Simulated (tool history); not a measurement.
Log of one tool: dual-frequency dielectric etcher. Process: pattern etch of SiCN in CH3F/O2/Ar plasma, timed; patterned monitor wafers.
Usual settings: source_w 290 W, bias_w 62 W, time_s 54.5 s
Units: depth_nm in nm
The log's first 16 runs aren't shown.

run	day	source_w	bias_w	time_s	read-back reference wafer on the same gauge, depth_nm	depth_nm
17	49.225	290	56	63.0	14.35	17.45
18	51.758	290	62	54.5	14.34	15.89
# day 54.562: source power generator calibrated
19	55.588	290	62	54.5	14.33	15.95
20	58.421	290	62	60.0	14.32	17.57
21	62.446	350	62	54.5	14.33	17.07
22	64.596	290	62	54.5	14.33	15.92
23	66.325	290	56	68.5	14.32	18.94
24	68.217	290	62	54.5	14.31	15.97
25	69.992	260	62	54.5	14.31	15.25
26	72.746	230	72	60.0	14.32	17.62
27	75.292	290	62	61.0	14.30	17.94

Run 28 comes next. What will it give?
# day 78.258: wet clean of the chamber
28	78.408	350	70	54.5	?	?

read-back reference wafer on the same gauge, depth_nm: 14.31
depth_nm: 18.16 nm
Without the tool's hidden state the same run would have given depth_nm 18.29 nm.

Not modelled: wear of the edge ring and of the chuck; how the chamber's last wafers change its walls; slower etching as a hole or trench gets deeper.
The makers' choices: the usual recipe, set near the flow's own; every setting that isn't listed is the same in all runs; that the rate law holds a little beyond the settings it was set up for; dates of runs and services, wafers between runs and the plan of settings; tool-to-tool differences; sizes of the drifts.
